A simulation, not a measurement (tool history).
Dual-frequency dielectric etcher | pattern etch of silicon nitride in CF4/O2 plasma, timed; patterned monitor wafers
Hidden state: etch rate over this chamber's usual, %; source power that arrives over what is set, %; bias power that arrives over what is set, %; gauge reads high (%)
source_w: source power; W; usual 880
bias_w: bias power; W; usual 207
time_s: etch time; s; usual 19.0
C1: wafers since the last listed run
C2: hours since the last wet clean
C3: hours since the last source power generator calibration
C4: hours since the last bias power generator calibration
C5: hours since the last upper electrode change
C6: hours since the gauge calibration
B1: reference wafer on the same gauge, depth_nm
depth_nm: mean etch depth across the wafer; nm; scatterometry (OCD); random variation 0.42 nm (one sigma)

run 1 hour=0.0 | source_w=880 bias_w=207 time_s=19.0 | C1=0 C2=121.0 C3=2279.3 C4=3523.7 C5=2270.2 C6=1157.6 | B1=83.9 | depth_nm=68.6
run 2 hour=71.7 | source_w=880 bias_w=207 time_s=19.0 | C1=1030 C2=192.7 C3=2351.0 C4=3595.4 C5=2341.9 C6=1229.3 | B1=83.9 | depth_nm=68.5
run 3 hour=121.6 | source_w=880 bias_w=207 time_s=19.0 | C1=717 C2=242.6 C3=2400.9 C4=3645.3 C5=2391.8 C6=1279.2 | B1=83.8 | depth_nm=68.2
run 4 hour=169.6 | source_w=880 bias_w=207 time_s=19.0 | C1=689 C2=290.6 C3=2448.9 C4=3693.3 C5=2439.8 C6=1327.2 | B1=84.1 | depth_nm=68.1
-- hour=182.4 source power generator calibrated
run 5 hour=221.3 | source_w=880 bias_w=207 time_s=19.0 | C1=685 C2=342.3 C3=38.9 C4=3745.0 C5=2491.5 C6=1378.9 | B1=83.8 | depth_nm=66.6
run 6 hour=247.0 | source_w=800 bias_w=207 time_s=19.0 | C1=369 C2=368.0 C3=64.6 C4=3770.7 C5=2517.2 C6=1404.6 | B1=83.9 | depth_nm=60.2
run 7 hour=277.7 | source_w=880 bias_w=207 time_s=22.5 | C1=441 C2=398.7 C3=95.3 C4=3801.4 C5=2547.9 C6=1435.3 | B1=83.9 | depth_nm=78.9
-- hour=324.3 upper electrode replaced
-- hour=356.4 wet clean of the chamber
run 8 hour=356.9 | source_w=880 bias_w=190 time_s=20.5 | C1=448 C2=0.5 C3=174.5 C4=3880.6 C5=32.6 C6=1514.5 | B1=83.9 | depth_nm=73.5
run 9 hour=385.0 | source_w=1070 bias_w=172 time_s=23.5 | C1=403 C2=28.6 C3=202.6 C4=3908.7 C5=60.7 C6=1542.6 | B1=83.9 | depth_nm=101.7
run 10 hour=453.0 | source_w=880 bias_w=207 time_s=19.0 | C1=977 C2=96.6 C3=270.6 C4=3976.7 C5=128.7 C6=1610.6 | B1=83.9 | depth_nm=68.4
run 11 hour=499.5 | source_w=880 bias_w=207 time_s=19.0 | C1=668 C2=143.1 C3=317.1 C4=4023.2 C5=175.2 C6=1657.1 | B1=84.0 | depth_nm=68.7
run 12 hour=536.4 | source_w=880 bias_w=192 time_s=23.0 | C1=530 C2=180.0 C3=354.0 C4=4060.1 C5=212.1 C6=1694.0 | B1=83.7 | depth_nm=81.5
run 13 hour=571.0 | source_w=880 bias_w=207 time_s=19.0 | C1=497 C2=214.6 C3=388.6 C4=4094.7 C5=246.7 C6=1728.6 | B1=83.7 | depth_nm=67.7
-- hour=610.9 bias power generator calibrated
run 14 hour=641.0 | source_w=790 bias_w=250 time_s=19.0 | C1=948 C2=284.6 C3=458.6 C4=30.1 C5=316.7 C6=1798.6 | B1=83.9 | depth_nm=63.0
run 15 hour=691.2 | source_w=880 bias_w=207 time_s=17.5 | C1=721 C2=334.8 C3=508.8 C4=80.3 C5=366.9 C6=1848.8 | B1=84.0 | depth_nm=62.2
run 16 hour=734.9 | source_w=1060 bias_w=193 time_s=15.5 | C1=628 C2=378.5 C3=552.5 C4=124.0 C5=410.6 C6=1892.5 | B1=83.9 | depth_nm=64.2
-- hour=744.6 gauge calibrated
run 17 hour=780.8 | source_w=880 bias_w=207 time_s=21.0 | C1=659 C2=424.4 C3=598.4 C4=169.9 C5=456.5 C6=36.2 | B1=83.9 | depth_nm=73.5
-- hour=823.2 wet clean of the chamber
run 18 hour=823.7 | source_w=950 bias_w=207 time_s=19.0 | C1=271 C2=0.5 C3=641.3 C4=212.8 C5=499.4 C6=79.1 | B1=83.8 | depth_nm=75.6
run 19 hour=856.7 | source_w=880 bias_w=207 time_s=19.0 | C1=474 C2=33.5 C3=674.3 C4=245.8 C5=532.4 C6=112.1 | B1=83.9 | depth_nm=69.5
run 20 hour=899.9 | source_w=880 bias_w=207 time_s=19.0 | C1=620 C2=76.7 C3=717.5 C4=289.0 C5=575.6 C6=155.3 | B1=83.8 | depth_nm=69.0
run 21 hour=970.3 | source_w=770 bias_w=255 time_s=19.0 | C1=1011 C2=147.1 C3=787.9 C4=359.4 C5=646.0 C6=225.7 | B1=84.1 | depth_nm=62.4
run 22 hour=1026.3 | source_w=880 bias_w=207 time_s=22.0 | C1=804 C2=203.1 C3=843.9 C4=415.4 C5=702.0 C6=281.7 | B1=83.9 | depth_nm=79.9
run 23 hour=1095.2 | source_w=790 bias_w=257 time_s=19.0 | C1=990 C2=272.0 C3=912.8 C4=484.3 C5=770.9 C6=350.6 | B1=83.8 | depth_nm=63.5
run 24 hour=1153.1 | source_w=880 bias_w=167 time_s=16.5 | C1=832 C2=329.9 C3=970.7 C4=542.2 C5=828.8 C6=408.5 | B1=83.9 | depth_nm=56.7
run 25 hour=1181.9 | source_w=990 bias_w=177 time_s=21.0 | C1=413 C2=358.7 C3=999.5 C4=571.0 C5=857.6 C6=437.3 | B1=83.8 | depth_nm=82.2
run 26 hour=1250.1 | source_w=970 bias_w=207 time_s=22.0 | C1=980 C2=426.9 C3=1067.7 C4=639.2 C5=925.8 C6=505.5 | B1=83.9 | depth_nm=86.2
-- hour=1292.6 wet clean of the chamber
run 27 hour=1308.5 | source_w=1100 bias_w=207 time_s=22.5 | C1=494 C2=15.9 C3=1126.1 C4=697.6 C5=984.2 C6=563.9 | B1=83.9 | depth_nm=104.1
run 28 hour=1362.1 | source_w=880 bias_w=207 time_s=19.0 | C1=770 C2=69.5 C3=1179.7 C4=751.2 C5=1037.8 C6=617.5 | B1=84.0 | depth_nm=70.2
run 29 hour=1409.4 | source_w=1010 bias_w=231 time_s=14.5 | C1=679 C2=116.8 C3=1227.0 C4=798.5 C5=1085.1 C6=664.8 | B1=83.9 | depth_nm=62.6
run 30 hour=1440.0 | source_w=880 bias_w=207 time_s=19.0 | C1=439 C2=147.4 C3=1257.6 C4=829.1 C5=1115.7 C6=695.4 | B1=83.9 | depth_nm=68.5
run 31 hour=1503.1 | source_w=880 bias_w=207 time_s=19.0 | C1=906 C2=210.5 C3=1320.7 C4=892.2 C5=1178.8 C6=758.5 | B1=83.9 | depth_nm=69.5

3 ways to go on from here, each from the tool as it stands after run 31. What would each give?
run A hour=1503.5 | source_w=970 bias_w=207 time_s=19.0 | C1=5 C2=210.9 C3=1321.1 C4=892.6 C5=1179.2 C6=758.9 | B1=? | depth_nm=?
run B hour=1503.5 | source_w=810 bias_w=221 time_s=16.5 | C1=5 C2=210.9 C3=1321.1 C4=892.6 C5=1179.2 C6=758.9 | B1=? | depth_nm=?
run C hour=1503.5 | source_w=980 bias_w=207 time_s=16.0 | C1=5 C2=210.9 C3=1321.1 C4=892.6 C5=1179.2 C6=758.9 | B1=? | depth_nm=?

run=A B1=84.1 depth_nm=76.0
run=B B1=84.1 depth_nm=55.6
run=C B1=84.1 depth_nm=64.7
Without the tool's hidden state the same runs would have given:
run=A depth_nm=77.4
run=B depth_nm=56.6
run=C depth_nm=65.9
